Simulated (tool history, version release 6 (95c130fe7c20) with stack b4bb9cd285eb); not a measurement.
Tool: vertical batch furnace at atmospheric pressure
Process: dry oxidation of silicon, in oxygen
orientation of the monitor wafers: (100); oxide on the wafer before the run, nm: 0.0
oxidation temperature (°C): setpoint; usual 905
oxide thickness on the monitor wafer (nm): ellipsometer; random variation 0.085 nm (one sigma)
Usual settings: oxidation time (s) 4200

run	hour	oxidation temperature (°C)	oxidation time (s)	wafers since the last listed run	hours since the last temperature calibration	hours since the boat lift was adjusted	hours since the gauge calibration	read-back reference wafer on the same gauge, thickness	oxide thickness on the monitor wafer (nm)
1	0.0	905	3420	0	2006.4	3836.4	791.8	26.99	21.99
2	52.6	905	3420	725	2059.0	3889.0	844.4	27.02	21.83
3	86.5	905	3420	467	2092.9	3922.9	878.3	26.95	21.97
4	141.2	905	2910	754	2147.6	3977.6	933.0	26.99	19.81
5	185.3	905	4200	608	2191.7	4021.7	977.1	27.03	25.14
6	253.7	905	4200	943	2260.1	4090.1	1045.5	27.02	25.26
7	292.9	905	4200	540	2299.3	4129.3	1084.7	27.01	25.06
8	328.9	905	4200	496	2335.3	4165.3	1120.7	27.02	25.34
# hour 401.2: gauge calibrated
# hour 425.6: thermocouples replaced and temperature profile calibrated
9	465.9	905	4980	1559	40.3	4302.3	64.7	26.98	27.11
# hour 518.8: boat lift adjusted
10	519.3	905	4980	405	93.7	0.5	118.1	27.00	27.05
11	558.3	888	2640	538	132.7	39.5	157.1	27.01	14.99
12	599.2	905	4200	564	173.6	80.4	198.0	27.06	24.42
13	655.6	896	3480	778	230.0	136.8	254.4	27.02	19.76

The next listed run, before its measurement:
14	710.5	905	2910	757	284.9	191.7	309.3	?	?

read-back reference wafer on the same gauge, thickness: 27.05
oxide thickness on the monitor wafer (nm): 19.25
Without the tool's hidden state the same run would have given oxide thickness on the monitor wafer (nm) 18.78.
